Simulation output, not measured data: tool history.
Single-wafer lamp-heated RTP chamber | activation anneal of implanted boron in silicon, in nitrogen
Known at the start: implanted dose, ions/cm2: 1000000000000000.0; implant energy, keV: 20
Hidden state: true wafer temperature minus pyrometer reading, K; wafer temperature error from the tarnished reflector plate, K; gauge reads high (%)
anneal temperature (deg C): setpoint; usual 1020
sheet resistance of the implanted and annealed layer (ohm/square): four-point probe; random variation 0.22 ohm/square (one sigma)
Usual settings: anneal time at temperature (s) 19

| run | hour | anneal temperature (deg C) | anneal time at temperature (s) | wafers since the last listed run | wafers since the last pyrometer calibration | wafers since the reflector plate was cleaned | hours since the gauge calibration | read-back reference wafer on the same gauge, sheet resistance | sheet resistance of the implanted and annealed layer (ohm/square) |
|---|---|---|---|---|---|---|---|---|---|
| 1 | 0 | 1020 | 19 | 0 | 1808 | 4406 | 9.3 | 103.04 | 120.79 |
| 2 | 15.5 | 1020 | 19 | 352 | 2160 | 4759 | 24.8 | 102.98 | 120.83 |
|  | 36 | pyrometer window cleaned and pyrometer calibrated |
| 3 | 36.5 | 1020 | 19 | 295 | 11 | 5054 | 45.8 | 102.96 | 121.2 |
| 4 | 47.8 | 1020 | 19 | 256 | 268 | 5311 | 57.1 | 103.01 | 120.97 |
|  | 62.2 | reflector plate cleaned |
| 5 | 65.8 | 1020 | 19 | 227 | 495 | 81 | 75.1 | 103.07 | 120.76 |
| 6 | 77.9 | 1020 | 19 | 275 | 770 | 356 | 87.2 | 103.05 | 120.64 |
| 7 | 87.2 | 1020 | 19 | 211 | 982 | 568 | 96.5 | 103.02 | 120.73 |
| 8 | 98.6 | 1020 | 22 | 259 | 1241 | 827 | 107.9 | 103.02 | 120.44 |
| 9 | 116.1 | 1014 | 23 | 397 | 1639 | 1225 | 125.4 | 102.97 | 121.11 |
|  | 132.6 | pyrometer window cleaned and pyrometer calibrated |
| 10 | 133.1 | 1020 | 19 | 204 | 12 | 1429 | 142.4 | 102.98 | 121.26 |
| 11 | 157.1 | 1004 | 10 | 545 | 557 | 1975 | 166.4 | 102.99 | 124.8 |
| 12 | 170.7 | 1004 | 10 | 309 | 866 | 2284 | 180 | 103.03 | 124.56 |
| 13 | 177.7 | 1004 | 10 | 159 | 1026 | 2443 | 187 | 103.07 | 123.76 |
| 14 | 202.6 | 1020 | 19 | 565 | 1592 | 3009 | 211.9 | 102.97 | 120.64 |
| 15 | 217.4 | 1020 | 19 | 336 | 1928 | 3345 | 226.7 | 102.99 | 120.37 |
|  | 228.8 | pyrometer window cleaned and pyrometer calibrated |
| 16 | 229.3 | 1020 | 19 | 88 | 11 | 3434 | 238.6 | 102.96 | 121.16 |
| 17 | 265.5 | 1020 | 19 | 822 | 834 | 4257 | 274.8 | 102.93 | 121.19 |
| 18 | 280.5 | 1037 | 11 | 340 | 1175 | 4598 | 289.8 | 102.95 | 120.52 |
| 19 | 294.2 | 1047 | 11 | 311 | 1487 | 4909 | 303.5 | 102.98 | 120.17 |
| 20 | 303.6 | 1031 | 13 | 213 | 1700 | 5123 | 312.9 | 102.92 | 120.04 |
|  | 323.7 | pyrometer window cleaned and pyrometer calibrated |
|  | 351.3 | reflector plate cleaned |
| 21 | 351.9 | 1036 | 19 | 734 | 458 | 14 | 361.2 | 103.01 | 119.87 |
| 22 | 360.1 | 1020 | 10 | 186 | 644 | 200 | 369.4 | 102.95 | 121.82 |
| 23 | 369 | 1020 | 19 | 202 | 847 | 403 | 378.3 | 103.03 | 121.04 |
| 24 | 381.5 | 1020 | 19 | 284 | 1131 | 687 | 390.8 | 102.99 | 120.65 |
| 25 | 393.2 | 1009 | 25 | 265 | 1397 | 953 | 402.5 | 102.97 | 121.5 |
| 26 | 401 | 1004 | 10 | 177 | 1574 | 1130 | 410.3 | 103.03 | 123.29 |
| 27 | 407.4 | 1029 | 8 | 145 | 1719 | 1275 | 416.7 | 102.97 | 120.53 |
|  | 410.7 | gauge calibrated |
|  | 432.7 | pyrometer window cleaned and pyrometer calibrated |
| 28 | 433.7 | 1005 | 26 | 415 | 22 | 1691 | 23 | 102.98 | 122.96 |
| 29 | 450.9 | 996 | 8 | 390 | 413 | 2082 | 40.2 | 102.92 | 128.26 |
| 30 | 464.5 | 1048 | 19 | 309 | 722 | 2392 | 53.8 | 102.98 | 119.49 |
| 31 | 482.1 | 991 | 9 | 400 | 1122 | 2792 | 71.4 | 103.06 | 128.48 |
| 32 | 491.4 | 1020 | 19 | 211 | 1334 | 3003 | 80.7 | 102.94 | 120.69 |
| 33 | 506.7 | 994 | 29 | 347 | 1682 | 3351 | 96 | 103 | 123.16 |
| 34 | 522.8 | 1047 | 19 | 365 | 2047 | 3717 | 112.1 | 103 | 119.35 |
| 35 | 531.2 | 1001 | 26 | 190 | 2238 | 3908 | 120.5 | 102.99 | 122.1 |
| 36 | 544.6 | 1020 | 22 | 304 | 2543 | 4212 | 133.9 | 102.97 | 120.01 |

Measured less the same run without the tool's hidden state. The same run-to-run variation is in both; the gauge's scatter may not be:
| run | sheet resistance of the implanted and annealed layer (ohm/square) |
|---|---|
| 1 | -0.91 |
| 2 | -1.03 |
| 3 | -0.11 |
| 4 | -0.24 |
| 5 | -0.44 |
| 6 | -0.57 |
| 7 | -0.66 |
| 8 | -0.73 |
| 9 | -1.12 |
| 10 | -0.25 |
| 11 | -1.4 |
| 12 | -1.78 |
| 13 | -1.94 |
| 14 | -0.93 |
| 15 | -1.04 |
| 16 | -0.19 |
| 17 | -0.59 |
| 18 | -0.37 |
| 19 | -0.2 |
| 20 | -0.61 |
| 21 | -0.16 |
| 22 | -0.59 |
| 23 | -0.54 |
| 24 | -0.66 |
| 25 | -1.16 |
| 26 | -2.29 |
| 27 | -0.84 |
| 28 | -0.38 |
| 29 | -1.72 |
| 30 | -0.14 |
| 31 | -3.71 |
| 32 | -0.8 |
| 33 | -2.71 |
| 34 | -0.27 |
| 35 | -2.45 |
| 36 | -1.16 |
